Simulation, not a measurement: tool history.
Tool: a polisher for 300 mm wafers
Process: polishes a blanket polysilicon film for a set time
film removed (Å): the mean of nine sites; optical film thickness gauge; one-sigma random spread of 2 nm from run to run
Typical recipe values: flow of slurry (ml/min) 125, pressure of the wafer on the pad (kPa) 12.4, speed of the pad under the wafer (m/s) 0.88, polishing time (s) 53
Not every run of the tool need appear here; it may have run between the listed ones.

run    hour  flow of slurry (ml/min)  pressure of the wafer on the pad (kPa)  speed of the pad under the wafer (m/s)  polishing time (s)  incoming thickness of the incoming film, nm  film removed (Å)
  1       0                      125                                    12.4                                    0.88                  53                                       1003.5              2478
  2    86.2                      125                                    12.4                                    0.88                  53                                       1007.9              2487
  3   166.2                      125                                    12.4                                    0.88                  53                                       1008.3              2500
  4   203.4                      125                                    12.4                                    0.88                  53                                       1014.2              2492
      256.9  -- worn pad replaced by a new one
  5   283.5                      125                                    12.4                                    0.88                  53                                        991.5              2467
        317  -- head pressure recalibrated
  6   340.7                      125                                    12.4                                    0.88                  53                                         1032              2444
  7   394.1                      125                                    12.4                                    0.88                  53                                       1009.1              2467
  8   470.7                      125                                    12.4                                    0.88                  53                                       1003.3              2452
  9   528.6                      125                                    15.2                                    0.88                  53                                       1011.1              2950
 10   602.9                      125                                    15.2                                    0.88                  53                                       1023.5              2994
 11   704.5                      125                                    15.2                                    0.88                  53                                       1020.3              2930
      742.5  -- worn pad replaced by a new one
 12   746.2                      125                                    12.4                                    0.88                  61                                        988.9              2735
        766  -- slurry nozzle cleaned
 13   815.3                      125                                    12.4                                    0.88                  53                                       1010.2              2517
 14   884.9                      125                                    12.4                                    0.88                  53                                        999.1              2507
 15   974.3                      135                                    12.4                                    0.88                  53                                       1009.4              2539
 16  1018.9                      135                                    12.4                                    0.88                  53                                       1012.1              2556
 17    1102                      125                                    16.5                                    1.08                  39                                       1017.1              2966
 18  1160.5                      150                                    12.4                                    0.88                  53                                       1013.3              2604
     1247.7  -- worn pad replaced by a new one
 19  1260.5                      100                                     9.7                                    0.88                  53                                       1015.5              1815
 20  1344.7                      155                                    12.4                                    1.04                  36                                       1016.5              2025
 21  1395.8                      125                                    12.4                                    0.88                  53                                       1001.8              2436
     1401.7  -- head pressure recalibrated
 22  1463.6                      125                                     9.7                                    0.88                  60                                       1007.8              2120
     1505.9  -- slurry nozzle cleaned
 23  1577.3                      125                                    12.4                                    0.88                  53                                         1009              2486
 24  1652.5                      165                                    12.4                                    0.74                  53                                       1020.6              2260
     1659.5  -- worn pad replaced by a new one
 25  1740.5                      135                                    12.4                                    0.88                  53                                         1000              2539
 26  1799.9                       85                                    12.4                                    0.88                  53                                       1020.2              2234
 27    1867                      125                                    12.4                                    1.12                  53                                       1002.1              3082
 28  1921.5                      125                                    12.4                                    0.88                  53                                        996.3              2490
 29  1984.9                      125                                    12.4                                    1.06                  53                                       1015.2              2867
 30  2054.6                      160                                    13.8                                    0.88                  53                                       1007.8              2853
     2150.4  -- worn pad replaced by a new one
 31  2155.7                      160                                    13.8                                    0.88                  71                                       1015.1              3861
 32  2226.6                      125                                    12.4                                    1.08                  53                                       1014.9              2918

Selected run-to-run steps in film removed (Å), each split into two signed amounts: the part the tool would show with no hidden state at all (from settings, incoming material and random variation), and the remainder, which goes to the hidden state together with any gauge scatter not common to the measured and the hidden-state-free results:
The hidden state here: removal rate lost through wear of the pad, %; slurry flow missing at the pad, %; deviation of the head's pressure from its setpoint, %.
Run 12 -> 13: polishing time (s) 61 -> 53, slurry nozzle cleaned. film removed (Å) -218: hidden state +140, all else -358.
Run 22 -> 23: pressure of the wafer on the pad (kPa) 9.7 -> 12.4, polishing time (s) 60 -> 53, slurry nozzle cleaned. film removed (Å) +366: hidden state +54, all else +312.
Run 26 -> 27: flow of slurry (ml/min) 85 -> 125, speed of the pad under the wafer (m/s) 0.88 -> 1.12. film removed (Å) +848: hidden state -10, all else +858.
Run 30 -> 31: polishing time (s) 53 -> 71, worn pad replaced by a new one. film removed (Å) +1008: hidden state -44, all else +1052.
Run 31 -> 32: flow of slurry (ml/min) 160 -> 125, pressure of the wafer on the pad (kPa) 13.8 -> 12.4, speed of the pad under the wafer (m/s) 0.88 -> 1.08, polishing time (s) 71 -> 53. film removed (Å) -943: hidden state -6, all else -937.
